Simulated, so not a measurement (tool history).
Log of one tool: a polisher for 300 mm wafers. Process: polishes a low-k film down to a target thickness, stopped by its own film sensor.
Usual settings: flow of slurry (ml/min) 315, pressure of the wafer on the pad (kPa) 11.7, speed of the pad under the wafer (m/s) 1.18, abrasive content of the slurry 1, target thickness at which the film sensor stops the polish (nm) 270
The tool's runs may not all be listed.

run,hour,flow of slurry (ml/min),pressure of the wafer on the pad (kPa),speed of the pad under the wafer (m/s),abrasive content of the slurry,target thickness at which the film sensor stops the polish (nm),wafers since the last listed run,wafers polished on this pad,hours since the slurry nozzle was cleaned,hours since the head pressure was calibrated,hours since the slurry blender was calibrated,hours since the conditioning disc was replaced,"incoming thickness of the incoming film, nm",time until the film sensor stopped the polish (s)
1,0,315,9,1.18,1,270,0,835,568.8,576.3,121.4,45.4,297.3,91
# hour 29.9: worn pad replaced by a new one
2,32.9,315,11.7,1.18,0.85,270,337,34,601.7,609.2,154.3,78.3,294.6,70.8
3,62.2,315,11.7,1.18,1,266,342,376,631,638.5,183.6,107.6,298.2,83.2
4,77.8,315,11.7,1.18,1,266,182,559,646.6,654.1,199.2,123.2,298.2,86.2
5,107.4,315,11.7,1.18,1,270,345,905,676.2,683.7,228.8,152.8,301.8,87.1
# hour 116.5: slurry blender recalibrated
6,129.3,315,11.7,1.18,1,270,232,1137,698.1,705.6,12.8,174.7,296.1,74.7
# hour 154.6: worn pad replaced by a new one
7,164.8,315,11.7,1.18,1,270,368,118,733.6,741.1,48.3,210.2,299.8,76.3
8,199.4,315,11.7,1.18,1,270,404,523,768.2,775.7,82.9,244.8,299.3,77.2
# hour 215.5: conditioning disc replaced and pad reconditioned
# hour 223.5: slurry nozzle cleaned
9,224.1,315,11.7,1.18,1,270,253,776,0.6,800.4,107.6,8.6,300.4,80.8
10,238.2,315,11.7,1.18,1,270,164,941,14.7,814.5,121.7,22.7,295.6,71.8
# hour 262: head pressure recalibrated
# hour 270.4: worn pad replaced by a new one
11,270.9,315,11.7,1.18,1,270,312,5,47.4,8.9,154.4,55.4,299.7,77
12,300.9,315,11.7,1.18,1,270,350,356,77.4,38.9,184.4,85.4,301.2,81.5
13,313.6,315,11.7,1.18,1,270,148,504,90.1,51.6,197.1,98.1,301.2,82.3
14,335.4,315,11.7,1.18,1,270,254,759,111.9,73.4,218.9,119.9,303.9,92.3
15,357.5,315,11.7,1.18,1.25,270,258,1017,134,95.5,241,142,297.3,68.1
# hour 369.5: worn pad replaced by a new one
16,391.2,315,13.1,1.18,0.85,277,347,253,167.7,129.2,274.7,175.7,294.8,46.8
# hour 393.9: slurry blender recalibrated
17,414.8,255,9.7,1.52,1,270,252,506,191.3,152.8,20.9,199.3,295.1,61.7
18,437.3,315,11.7,0.78,0.75,274,262,769,213.8,175.3,43.4,221.8,305.5,143.8
19,460.4,315,11.7,1.52,1,270,270,1039,236.9,198.4,66.5,244.9,301.6,72.1
20,475.2,315,11.7,1.18,1.1,270,172,1212,251.7,213.2,81.3,259.7,299.6,81.2
21,491.3,315,11.7,1.18,1,270,188,1400,267.8,229.3,97.4,275.8,302.6,98.4
# hour 499.2: worn pad replaced by a new one
22,520.6,315,11.7,1.18,1,270,295,250,297.1,258.6,126.7,305.1,299,74.5
# hour 529.5: conditioning disc replaced and pad reconditioned
23,544.6,315,9.7,0.98,0.9,280,257,507,321.1,282.6,150.7,15.1,301.2,76.9
24,572.1,395,11.7,1.18,1,270,321,829,348.6,310.1,178.2,42.6,303.9,93.8

Forecast each of these 4 alternatives for the next run:
A,572.5,315,11.7,0.76,1,270,4,833,349,310.5,178.6,43,296.5,?
B,572.5,355,11.7,1.02,1,274,4,833,349,310.5,178.6,43,296.5,?
C,572.5,315,11.7,1.18,0.85,264,4,833,349,310.5,178.6,43,296.5,?
D,572.5,385,11.7,1.18,1.15,274,4,833,349,310.5,178.6,43,296.5,?

run,time until the film sensor stopped the polish (s)
A,102.5
B,68.2
C,98.8
D,55.7
Without the tool's hidden state the same runs would have given:
run,time until the film sensor stopped the polish (s)
A,95.1
B,63.3
C,91.6
D,51.7
